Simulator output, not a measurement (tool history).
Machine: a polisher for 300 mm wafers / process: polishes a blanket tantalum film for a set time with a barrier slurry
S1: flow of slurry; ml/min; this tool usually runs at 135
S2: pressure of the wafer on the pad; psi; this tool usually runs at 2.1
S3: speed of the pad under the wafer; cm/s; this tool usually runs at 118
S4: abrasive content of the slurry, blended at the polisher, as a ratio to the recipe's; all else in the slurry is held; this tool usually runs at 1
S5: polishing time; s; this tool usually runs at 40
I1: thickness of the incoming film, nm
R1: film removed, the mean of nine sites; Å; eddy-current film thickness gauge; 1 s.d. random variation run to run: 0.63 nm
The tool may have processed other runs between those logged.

Run 1, day 0: usual settings; I1 241.6. Result: R1 677 Å.
Run 2, day 0.571: usual settings; I1 243.4. Result: R1 665 Å.
At day 0.754: slurry nozzle cleaned.
At day 1.838: worn pad replaced by a new one.
Run 3, day 1.996: usual settings but S1 170 ml/min; I1 242. Result: R1 758 Å.
Run 4, day 2.683: usual settings but S1 170 ml/min; I1 235.7. Result: R1 770 Å.
Run 5, day 3.958: usual settings but S3 136 cm/s, S4 1.05; I1 240.6. Result: R1 833 Å.
At day 6.071: worn pad replaced by a new one.
At day 7.629: slurry blender recalibrated.
Run 6, day 8.35: usual settings but S3 136 cm/s, S4 1.05; I1 243. Result: R1 776 Å.
At day 8.625: head pressure recalibrated.
Run 7, day 9.708: usual settings but S3 136 cm/s, S4 1.05; I1 242.4. Result: R1 880 Å.
At day 10.358: worn pad replaced by a new one.
Run 8, day 10.379: usual settings but S4 0.8; I1 237.5. Result: R1 679 Å.
At day 11.558: slurry nozzle cleaned.
Run 9, day 11.654: usual settings but S4 0.8; I1 242.8. Result: R1 752 Å.
Run 10, day 13.108: usual settings but S1 90 ml/min, S4 1.15; I1 242.3. Result: R1 726 Å.
Run 11, day 13.779: usual settings; I1 239.1. Result: R1 786 Å.
At day 14.758: worn pad replaced by a new one.
Run 12, day 14.779: usual settings but S5 31 s; I1 237.3. Result: R1 605 Å.
Run 13, day 15.188: usual settings; I1 239.7. Result: R1 768 Å.
Run 14, day 16.483: usual settings but S3 130 cm/s; I1 237.3. Result: R1 849 Å.
Run 15, day 17.25: usual settings but S3 156 cm/s, S4 0.85, S5 47 s; I1 238.6. Result: R1 1127 Å.
At day 17.867: slurry blender recalibrated.
Run 16, day 18.3: usual settings but S1 180 ml/min, S2 2.6 psi; I1 240.4. Result: R1 936 Å.
At day 18.633: worn pad replaced by a new one.
Run 17, day 18.867: usual settings but S2 2.6 psi; I1 242.2. Result: R1 887 Å.
Run 18, day 19.758: usual settings but S4 0.8; I1 243.2. Result: R1 689 Å.
Run 19, day 20.404: usual settings but S2 2.8 psi, S3 130 cm/s; I1 241.7. Result: R1 1011 Å.

Below are 5 alternative next runs, each starting from the tool's condition after run 19. Predict each:
Run A, day 20.421: usual settings; I1 239.2. Result: R1 ?.
Run B, day 20.421: usual settings but S3 90 cm/s; I1 239.2. Result: R1 ?.
Run C, day 20.421: usual settings but S3 132 cm/s, S5 30 s; I1 239.2. Result: R1 ?.
Run D, day 20.421: usual settings but S2 1.6 psi, S4 1.2; I1 239.2. Result: R1 ?.
Run E, day 20.421: usual settings but S3 94 cm/s, S4 0.8; I1 239.2. Result: R1 ?.

run   R1
  A  729
  B  556
  C  611
  D  633
  E  542
With no hidden state in the tool, these same runs would have given:
run   R1
  A  790
  B  602
  C  662
  D  686
  E  587
